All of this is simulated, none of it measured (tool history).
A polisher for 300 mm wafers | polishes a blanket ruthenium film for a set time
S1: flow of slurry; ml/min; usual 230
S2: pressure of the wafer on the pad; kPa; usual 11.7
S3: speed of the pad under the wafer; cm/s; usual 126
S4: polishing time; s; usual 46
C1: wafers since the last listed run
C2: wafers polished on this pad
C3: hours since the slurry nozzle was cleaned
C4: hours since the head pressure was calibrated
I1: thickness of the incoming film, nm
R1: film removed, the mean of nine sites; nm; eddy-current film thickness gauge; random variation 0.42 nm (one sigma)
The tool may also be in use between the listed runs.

run,hour,S1,S2,S3,S4,C1,C2,C3,C4,I1,R1
1,0,230,11.7,96,46,0,6136,721.1,649.5,601.8,32
# hour 7.9: slurry nozzle cleaned
# hour 42.2: worn pad replaced by a new one
2,63.4,230,11.7,96,46,549,199,55.5,712.9,592.7,34.2
3,120.4,230,11.7,126,46,536,735,112.5,769.9,599.7,44.3
# hour 162.8: head pressure recalibrated
4,195.2,230,11.7,126,46,684,1419,187.3,32.4,606.4,43.6
5,258.6,280,9.7,126,46,596,2016,250.7,95.8,605.2,36.3
6,309.2,280,9.7,126,46,475,2491,301.3,146.4,606.6,36.2
7,349.2,280,9.7,126,46,376,2868,341.3,186.4,594.1,35.6
8,409.8,230,10.3,126,35,569,3437,401.9,247,608.9,29.2
9,473,230,10.3,126,35,594,4032,465.1,310.2,612.2,28.8
10,577.4,230,11.7,126,46,981,5014,569.5,414.6,601.4,42.2
11,653.5,230,11.7,126,46,715,5729,645.6,490.7,598.2,42.4
# hour 674.9: worn pad replaced by a new one
12,723.5,230,11.7,126,46,620,456,715.6,560.7,590.9,43.5
13,796.8,195,11.7,144,46,689,1145,788.9,634,611.8,49.4
# hour 868.9: slurry nozzle cleaned
14,891.9,230,11.7,126,34,884,2030,23,729.1,601.7,32.3
# hour 954.4: head pressure recalibrated
15,971.6,230,11.7,126,34,730,2761,102.7,17.2,594.3,32.2
16,1258.8,230,11.7,126,46,2700,5462,389.9,304.4,592.3,42.1
17,1303.8,190,7.6,126,46,423,5885,434.9,349.4,596.3,26.9
18,1356.2,230,11.7,126,46,492,6378,487.3,401.8,595.9,41.5
# hour 1365.4: worn pad replaced by a new one
19,1431.4,230,11.7,126,46,669,620,562.5,477,600.2,45.3
20,1537,230,11.7,126,46,993,1613,668.1,582.6,599.1,43.6
21,1629.3,230,11.7,126,53,868,2481,760.4,674.9,596.5,50.1
# hour 1689.5: slurry nozzle cleaned
22,1722.2,230,15.2,162,35,864,3345,32.7,767.8,598.5,54.9
# hour 1748.2: head pressure recalibrated
23,1777.8,290,11.7,102,56,504,3849,88.3,29.6,597.7,43.7
24,1840.7,230,9.7,126,39,591,4441,151.2,92.5,596.4,29.7
25,1920.3,230,11.7,126,46,748,5190,230.8,172.1,591.2,42.7
# hour 1980.4: worn pad replaced by a new one
26,1991,230,11.7,126,46,627,99,301.5,242.8,595.6,44.8
27,2036.5,310,8.3,104,57,427,527,347,288.3,605.6,33
28,2073.5,305,11.7,100,46,347,875,384,325.3,605.9,35.9
29,2111.1,295,15.2,162,59,353,1229,421.6,362.9,599.2,94.8
30,2214.8,160,13.1,96,52,975,2204,525.3,466.6,604.2,41.6
31,2317.9,230,11.7,158,46,969,3174,628.4,569.7,605.4,53.6
32,2396.1,190,11.7,126,46,735,3909,706.6,647.9,597.4,42.8
33,2475.1,230,11.7,126,46,742,4652,785.6,726.9,604.9,42.9
# hour 2479.9: head pressure recalibrated
# hour 2511.7: slurry nozzle cleaned
34,2521.4,260,11.7,98,33,407,5059,9.7,41.5,598.4,24
35,2562.5,275,15.9,166,59,386,5446,50.8,82.6,597.6,98.3
36,2638.3,230,11.7,168,61,712,6159,126.6,158.4,588.5,73.1
# hour 2706.6: worn pad replaced by a new one
37,2730.1,230,11.7,126,39,825,221,218.4,250.2,600.3,37.5
38,2772.9,230,11.7,126,46,402,623,261.2,293,590.3,45.3

Forecast each of these 3 alternatives for the next run:
A,2773.3,230,10.3,126,46,3,627,261.6,293.4,593,?
B,2773.3,205,11.7,126,42,3,627,261.6,293.4,593,?
C,2773.3,310,11.7,126,50,3,627,261.6,293.4,593,?

run,R1
A,39
B,40
C,49
Without the tool's hidden state the same runs would have given:
run,R1
A,39.3
B,40.4
C,49.4
